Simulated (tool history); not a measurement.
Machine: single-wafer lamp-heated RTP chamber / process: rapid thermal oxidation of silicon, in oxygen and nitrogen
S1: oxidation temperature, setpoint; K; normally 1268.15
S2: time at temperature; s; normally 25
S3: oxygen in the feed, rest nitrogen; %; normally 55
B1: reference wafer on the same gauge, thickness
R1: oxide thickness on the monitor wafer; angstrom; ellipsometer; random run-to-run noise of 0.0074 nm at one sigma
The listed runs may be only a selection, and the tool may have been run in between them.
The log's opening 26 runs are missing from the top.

{"run": 27, "hour": 314.5, "S1": 1277.15, "S2": 32, "S3": 55, "B1": 3.521, "R1": 40.15}
{"hour": 333.3, "done": "pyrometer window cleaned and pyrometer calibrated"}
{"run": 28, "hour": 333.8, "S1": 1284.15, "S2": 25, "S3": 84, "B1": 3.522, "R1": 42.68}
{"run": 29, "hour": 347.4, "S1": 1256.15, "S2": 21, "S3": 67, "B1": 3.517, "R1": 31.55}
{"run": 30, "hour": 362.0, "S1": 1247.15, "S2": 32, "S3": 69, "B1": 3.518, "R1": 34.93}
{"run": 31, "hour": 377.6, "S1": 1246.15, "S2": 25, "S3": 76, "B1": 3.524, "R1": 32.76}
{"run": 32, "hour": 389.6, "S1": 1268.15, "S2": 15, "S3": 64, "B1": 3.515, "R1": 30.1}
{"run": 33, "hour": 404.1, "S1": 1268.15, "S2": 25, "S3": 55, "B1": 3.519, "R1": 34.39}
{"run": 34, "hour": 413.1, "S1": 1268.15, "S2": 25, "S3": 36, "B1": 3.522, "R1": 30.8}
{"run": 35, "hour": 429.0, "S1": 1295.15, "S2": 34, "S3": 41, "B1": 3.52, "R1": 41.66}
{"run": 36, "hour": 443.1, "S1": 1268.15, "S2": 25, "S3": 25, "B1": 3.523, "R1": 28.58}
{"run": 37, "hour": 452.2, "S1": 1255.15, "S2": 25, "S3": 55, "B1": 3.517, "R1": 31.91}
{"run": 38, "hour": 464.5, "S1": 1268.15, "S2": 25, "S3": 55, "B1": 3.524, "R1": 34.35}
{"run": 39, "hour": 509.3, "S1": 1268.15, "S2": 25, "S3": 55, "B1": 3.518, "R1": 34.5}

What if the next run were any one of these 3? Each begins from the tool's condition after run 39:
{"run": "A", "hour": 509.7, "S1": 1268.15, "S2": 25, "S3": 55, "B1": "?", "R1": "?"}
{"run": "B", "hour": 509.7, "S1": 1268.15, "S2": 25, "S3": 68, "B1": "?", "R1": "?"}
{"run": "C", "hour": 509.7, "S1": 1238.15, "S2": 25, "S3": 72, "B1": "?", "R1": "?"}

run=A B1=3.520 R1=34.51
run=B B1=3.520 R1=36.66
run=C B1=3.520 R1=31.20
The same runs, with their run-to-run variation unchanged, on a tool lacking any hidden condition would have given:
run=A R1=33.92
run=B R1=35.99
run=C R1=30.71

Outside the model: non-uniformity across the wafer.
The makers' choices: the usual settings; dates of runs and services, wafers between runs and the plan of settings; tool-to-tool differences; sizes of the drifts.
